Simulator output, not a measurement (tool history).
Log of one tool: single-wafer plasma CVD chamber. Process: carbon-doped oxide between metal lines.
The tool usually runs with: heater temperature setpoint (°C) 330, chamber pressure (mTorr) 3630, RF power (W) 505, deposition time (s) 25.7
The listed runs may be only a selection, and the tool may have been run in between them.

run     day  heater temperature setpoint (°C)  chamber pressure (mTorr)  RF power (W)  deposition time (s)  read-back reference wafer on the same gauge, thickness_nm  mean film thickness on the monitor wafer (Å)
  1   0.000                               330                      3630           505                 25.7                                                    145.009                                       1351.92
  2   1.204                               330                      3630           505                 25.7                                                    144.937                                       1335.82
  3   2.338                               330                      3630           570                 25.7                                                    144.938                                       1463.55
  4   3.000                               326                      3630           505                 25.7                                                    145.030                                       1365.88
  5   3.592                               326                      3630           505                 25.7                                                    144.933                                       1369.17
  6   4.154                               326                      3630           505                 25.7                                                    144.930                                       1370.62
  7   4.700                               330                      3630           505                 25.7                                                    144.889                                       1341.82
  8   5.979                               330                      3630           505                 25.7                                                    145.191                                       1343.75
  9   7.167                               320                      3630           505                 23.2                                                    144.947                                       1264.61
 10   7.821                               330                      4310           505                 25.7                                                    145.123                                       1362.65
 11   8.400                               330                      4310           505                 25.7                                                    145.072                                       1357.39
 12  10.667                               330                      3990           505                 25.7                                                    144.942                                       1345.73
 13  11.729                               330                      3990           505                 25.7                                                    144.970                                       1355.12
 14  13.033                               330                      3630           475                 25.7                                                    145.015                                       1275.40
 15  14.304                               330                      3630           505                 25.7                                                    144.864                                       1341.33
     16.504  -- gauge calibrated
     16.746  -- thermocouple changed; heater temperature recalibrated
 16  16.954                               330                      3630           470                 21.0                                                    145.068                                       1031.84
 17  18.242                               330                      3630           505                 29.9                                                    145.096                                       1549.24
 18  19.329                               330                      4310           505                 25.7                                                    145.056                                       1365.16

What will run 19 give?
 19  19.962                               324                      4380           505                 22.6                                                          ?                                             ?

{"run 19": {"read-back reference wafer on the same gauge, thickness_nm": 145.022, "mean film thickness on the monitor wafer (Å)": 1240.56}}
Take away the tool's hidden state, keep the run-to-run variation as it was, and the same run would have given mean film thickness on the monitor wafer (Å) 1282.05.

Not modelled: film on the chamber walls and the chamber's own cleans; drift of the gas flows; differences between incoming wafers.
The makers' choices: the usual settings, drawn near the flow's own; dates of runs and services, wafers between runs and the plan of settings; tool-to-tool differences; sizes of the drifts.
